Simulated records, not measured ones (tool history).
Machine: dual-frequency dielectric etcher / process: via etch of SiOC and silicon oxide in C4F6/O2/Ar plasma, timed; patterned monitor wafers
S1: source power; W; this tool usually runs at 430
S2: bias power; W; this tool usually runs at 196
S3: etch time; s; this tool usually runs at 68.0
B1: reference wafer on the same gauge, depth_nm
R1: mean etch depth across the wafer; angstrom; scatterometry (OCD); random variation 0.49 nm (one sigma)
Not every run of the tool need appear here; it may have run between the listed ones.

run 1 hour=0.0 | S1=430 S2=196 S3=68.0 | B1=73.7 | R1=864
-- hour=38.3 gauge calibrated
run 2 hour=90.6 | S1=430 S2=196 S3=68.0 | B1=73.9 | R1=858
run 3 hour=173.9 | S1=430 S2=196 S3=68.0 | B1=73.5 | R1=844
-- hour=199.6 wet clean of the chamber
run 4 hour=233.1 | S1=390 S2=196 S3=58.0 | B1=73.7 | R1=712
-- hour=294.9 upper electrode replaced, of another model than before
run 5 hour=312.1 | S1=430 S2=196 S3=68.0 | B1=73.6 | R1=872
run 6 hour=355.9 | S1=430 S2=196 S3=68.0 | B1=73.7 | R1=867
run 7 hour=459.1 | S1=430 S2=196 S3=68.0 | B1=73.6 | R1=852
run 8 hour=505.7 | S1=470 S2=160 S3=68.0 | B1=73.4 | R1=837
run 9 hour=584.8 | S1=430 S2=196 S3=68.0 | B1=73.6 | R1=852
-- hour=620.5 bias power generator calibrated
-- hour=631.2 gauge calibrated
-- hour=632.8 wet clean of the chamber
run 10 hour=673.0 | S1=430 S2=161 S3=68.0 | B1=73.7 | R1=839
-- hour=762.9 source power generator calibrated
run 11 hour=766.2 | S1=460 S2=196 S3=75.0 | B1=73.7 | R1=982
run 12 hour=811.0 | S1=430 S2=196 S3=68.0 | B1=73.5 | R1=863
run 13 hour=869.9 | S1=510 S2=174 S3=59.5 | B1=73.6 | R1=761
run 14 hour=918.9 | S1=490 S2=223 S3=53.5 | B1=73.8 | R1=717
run 15 hour=978.4 | S1=430 S2=147 S3=48.5 | B1=73.4 | R1=572

3 ways to go on from here, each from the tool as it stands after run 15. What would each give?
run A hour=978.8 | S1=430 S2=196 S3=53.5 | B1=? | R1=?
run B hour=978.8 | S1=480 S2=196 S3=76.5 | B1=? | R1=?
run C hour=978.8 | S1=430 S2=165 S3=80.0 | B1=? | R1=?

run=A B1=73.7 R1=660
run=B B1=73.7 R1=977
run=C B1=73.7 R1=954
What these runs would have given with no unlogged condition in the tool:
run=A R1=691
run=B R1=1023
run=C R1=1000
